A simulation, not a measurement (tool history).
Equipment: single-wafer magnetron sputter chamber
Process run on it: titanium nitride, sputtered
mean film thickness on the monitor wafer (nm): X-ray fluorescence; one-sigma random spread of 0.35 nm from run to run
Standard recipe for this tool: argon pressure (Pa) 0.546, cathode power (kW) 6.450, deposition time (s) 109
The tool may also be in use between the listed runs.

| run | hour | argon pressure (Pa) | cathode power (kW) | deposition time (s) | wafers since the last listed run | wafers on the sputter target | hours since the last manometer calibration | hours since the magnet pack was replaced | hours since the gauge calibration | read-back reference wafer on the same gauge, thickness_nm | mean film thickness on the monitor wafer (nm) |
|---|---|---|---|---|---|---|---|---|---|---|---|
| 1 | 0.0 | 0.546 | 6.450 | 109 | 0 | 2946 | 758.7 | 6846.3 | 1240.1 | 142.184 | 122.013 |
|  | 30.3 | sputter target and shields replaced |
| 2 | 34.6 | 0.546 | 6.450 | 109 | 321 | 52 | 793.3 | 6880.9 | 1274.7 | 142.189 | 122.056 |
| 3 | 50.6 | 0.546 | 7.550 | 109 | 193 | 246 | 809.3 | 6896.9 | 1290.7 | 142.019 | 143.320 |
| 4 | 74.9 | 0.546 | 7.550 | 109 | 294 | 540 | 833.6 | 6921.2 | 1315.0 | 142.070 | 142.253 |
| 5 | 97.8 | 0.546 | 6.450 | 109 | 277 | 817 | 856.5 | 6944.1 | 1337.9 | 142.200 | 121.664 |
| 6 | 129.4 | 0.546 | 6.450 | 109 | 382 | 1200 | 888.1 | 6975.7 | 1369.5 | 142.273 | 122.603 |
| 7 | 142.5 | 0.546 | 6.450 | 120 | 158 | 1358 | 901.2 | 6988.8 | 1382.6 | 142.160 | 134.651 |
|  | 167.3 | gauge calibrated |
| 8 | 171.7 | 0.546 | 6.450 | 120 | 353 | 1712 | 930.4 | 7018.0 | 4.4 | 140.291 | 132.832 |
| 9 | 205.1 | 0.546 | 6.450 | 120 | 404 | 2116 | 963.8 | 7051.4 | 37.8 | 140.684 | 133.106 |
| 10 | 231.8 | 0.408 | 6.450 | 115 | 323 | 2439 | 990.5 | 7078.1 | 64.5 | 140.818 | 133.513 |
| 11 | 259.5 | 0.546 | 6.450 | 109 | 335 | 2775 | 1018.2 | 7105.8 | 92.2 | 140.695 | 120.528 |
| 12 | 280.0 | 0.546 | 6.450 | 109 | 248 | 3023 | 1038.7 | 7126.3 | 112.7 | 140.994 | 120.787 |
| 13 | 293.9 | 0.546 | 4.900 | 124 | 168 | 3191 | 1052.6 | 7140.2 | 126.6 | 140.764 | 105.129 |
|  | 302.9 | sputter target and shields replaced |
| 14 | 310.8 | 0.546 | 6.450 | 109 | 107 | 96 | 1069.5 | 7157.1 | 143.5 | 140.877 | 121.300 |
| 15 | 336.4 | 0.546 | 7.450 | 109 | 309 | 405 | 1095.1 | 7182.7 | 169.1 | 141.153 | 140.011 |
| 16 | 357.1 | 0.617 | 5.400 | 109 | 250 | 656 | 1115.8 | 7203.4 | 189.8 | 141.307 | 99.014 |
| 17 | 389.8 | 0.546 | 7.350 | 109 | 395 | 1052 | 1148.5 | 7236.1 | 222.5 | 141.171 | 138.070 |
|  | 424.7 | capacitance manometer re-zeroed and calibrated |
| 18 | 425.8 | 0.546 | 6.450 | 109 | 338 | 1391 | 1.1 | 7272.1 | 258.5 | 141.248 | 121.174 |
|  | 514.2 | magnet pack replaced |
| 19 | 531.0 | 0.715 | 5.150 | 123 | 1176 | 2567 | 106.3 | 16.8 | 363.7 | 141.568 | 103.370 |
| 20 | 555.3 | 0.621 | 7.250 | 109 | 294 | 2862 | 130.6 | 41.1 | 388.0 | 141.695 | 133.270 |
| 21 | 588.4 | 0.347 | 5.150 | 109 | 400 | 3262 | 163.7 | 74.2 | 421.1 | 141.625 | 103.779 |
| 22 | 601.5 | 0.546 | 7.500 | 128 | 158 | 3421 | 176.8 | 87.3 | 434.2 | 141.718 | 166.734 |
| 23 | 633.2 | 0.486 | 6.450 | 109 | 383 | 3805 | 208.5 | 119.0 | 465.9 | 141.814 | 124.198 |
|  | 646.3 | sputter target and shields replaced |
| 24 | 647.3 | 0.546 | 6.450 | 91 | 73 | 12 | 222.6 | 133.1 | 480.0 | 141.890 | 101.845 |
| 25 | 671.9 | 0.546 | 6.450 | 128 | 297 | 309 | 247.2 | 157.7 | 504.6 | 141.841 | 143.027 |
| 26 | 706.6 | 0.546 | 6.450 | 109 | 420 | 729 | 281.9 | 192.4 | 539.3 | 142.023 | 122.622 |
| 27 | 729.7 | 0.736 | 6.000 | 129 | 279 | 1009 | 305.0 | 215.5 | 562.4 | 141.892 | 126.280 |
| 28 | 752.4 | 0.546 | 6.450 | 109 | 274 | 1284 | 327.7 | 238.2 | 585.1 | 142.057 | 122.004 |
| 29 | 803.4 | 0.546 | 6.450 | 109 | 617 | 1901 | 378.7 | 289.2 | 636.1 | 141.817 | 122.372 |
| 30 | 834.3 | 0.546 | 4.950 | 109 | 374 | 2275 | 409.6 | 320.1 | 667.0 | 142.071 | 93.567 |
| 31 | 854.9 | 0.546 | 6.950 | 129 | 249 | 2525 | 430.2 | 340.7 | 687.6 | 142.224 | 156.016 |
| 32 | 889.2 | 0.604 | 7.350 | 122 | 415 | 2940 | 464.5 | 375.0 | 721.9 | 142.101 | 153.091 |
| 33 | 911.0 | 0.434 | 6.450 | 97 | 263 | 3204 | 486.3 | 396.8 | 743.7 | 142.183 | 113.036 |
| 34 | 944.3 | 0.389 | 6.450 | 109 | 403 | 3607 | 519.6 | 430.1 | 777.0 | 142.209 | 128.827 |

Alternative continuations, all from the tool just after run 34; predict every row:
| A | 944.7 | 0.546 | 6.450 | 92 | 4 | 3612 | 520.0 | 430.5 | 777.4 | ? | ? |
| B | 944.7 | 0.620 | 7.800 | 124 | 4 | 3612 | 520.0 | 430.5 | 777.4 | ? | ? |
| C | 944.7 | 0.384 | 6.950 | 109 | 4 | 3612 | 520.0 | 430.5 | 777.4 | ? | ? |
| D | 944.7 | 0.755 | 6.450 | 109 | 4 | 3612 | 520.0 | 430.5 | 777.4 | ? | ? |
| E | 944.7 | 0.718 | 5.400 | 126 | 4 | 3612 | 520.0 | 430.5 | 777.4 | ? | ? |

| run | read-back reference wafer on the same gauge, thickness_nm | mean film thickness on the monitor wafer (nm) |
|---|---|---|
| A | 142.285 | 102.692 |
| B | 142.285 | 163.337 |
| C | 142.285 | 138.422 |
| D | 142.285 | 113.615 |
| E | 142.285 | 111.281 |
With no hidden state in the tool, these same runs would have given:
| run | mean film thickness on the monitor wafer (nm) |
|---|---|
| A | 101.122 |
| B | 160.839 |
| C | 136.305 |
| D | 111.877 |
| E | 109.579 |

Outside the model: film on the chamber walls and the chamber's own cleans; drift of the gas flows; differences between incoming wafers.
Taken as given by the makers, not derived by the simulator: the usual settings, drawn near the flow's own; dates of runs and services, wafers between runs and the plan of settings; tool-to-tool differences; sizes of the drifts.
